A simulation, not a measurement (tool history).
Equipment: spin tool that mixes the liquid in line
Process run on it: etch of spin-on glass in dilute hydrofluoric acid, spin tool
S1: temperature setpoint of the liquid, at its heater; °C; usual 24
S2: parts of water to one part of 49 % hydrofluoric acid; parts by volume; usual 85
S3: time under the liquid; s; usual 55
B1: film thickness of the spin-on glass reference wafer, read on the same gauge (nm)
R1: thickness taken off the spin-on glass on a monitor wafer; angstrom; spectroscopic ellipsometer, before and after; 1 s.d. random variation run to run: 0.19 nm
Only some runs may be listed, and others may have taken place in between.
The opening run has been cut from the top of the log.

run 2 hour=7.3 | S1=24 S2=85 S3=55 | B1=70 | R1=300.9
run 3 hour=25 | S1=24 S2=85 S3=55 | B1=70 | R1=296.9
run 4 hour=37.2 | S1=24 S2=85 S3=55 | B1=70.01 | R1=303.2
run 5 hour=46.3 | S1=24 S2=85 S3=55 | B1=70 | R1=300.5
run 6 hour=58.1 | S1=24 S2=85 S3=55 | B1=69.99 | R1=300.9
run 7 hour=74.1 | S1=24 S2=85 S3=55 | B1=70.01 | R1=301.8
run 8 hour=87.5 | S1=24 S2=110 S3=30 | B1=69.99 | R1=122.8
run 9 hour=101.3 | S1=24 S2=110 S3=30 | B1=70.03 | R1=123.2
run 10 hour=115.1 | S1=24 S2=85 S3=55 | B1=70.01 | R1=301.1
run 11 hour=123.2 | S1=24 S2=85 S3=55 | B1=70.02 | R1=303.4
run 12 hour=135.9 | S1=24 S2=85 S3=55 | B1=70 | R1=301.4
run 13 hour=150.3 | S1=24 S2=85 S3=55 | B1=70 | R1=302.2
run 14 hour=159.2 | S1=24 S2=85 S3=55 | B1=70 | R1=302.1
run 15 hour=175.1 | S1=24 S2=85 S3=55 | B1=69.99 | R1=301.8
run 16 hour=182.8 | S1=22 S2=85 S3=75 | B1=70.01 | R1=379.3
-- hour=187 thermometer replaced
run 17 hour=199.8 | S1=21.5 S2=110 S3=75 | B1=70 | R1=285.5
run 18 hour=217 | S1=24 S2=85 S3=55 | B1=70.01 | R1=305.2
run 19 hour=229.5 | S1=20.5 S2=85 S3=30 | B1=70.01 | R1=142.3
-- hour=236.1 hydrofluoric acid flow meter replaced
run 20 hour=246.4 | S1=24 S2=85 S3=40 | B1=70.01 | R1=197
run 21 hour=257.4 | S1=19.5 S2=70 S3=85 | B1=70.01 | R1=432.7
run 22 hour=264.3 | S1=28 S2=85 S3=70 | B1=69.99 | R1=404.9
run 23 hour=274.2 | S1=24 S2=60 S3=85 | B1=70.02 | R1=616.1

The next listed run, before its measurement:
run 24 hour=282.3 | S1=20.5 S2=85 S3=30 | B1=? | R1=?

Run 24 produced B1 70.01, R1 128.9 angstrom.
With the hidden condition absent and the run-to-run variation left alone, this run would have shown R1 126.4 angstrom.

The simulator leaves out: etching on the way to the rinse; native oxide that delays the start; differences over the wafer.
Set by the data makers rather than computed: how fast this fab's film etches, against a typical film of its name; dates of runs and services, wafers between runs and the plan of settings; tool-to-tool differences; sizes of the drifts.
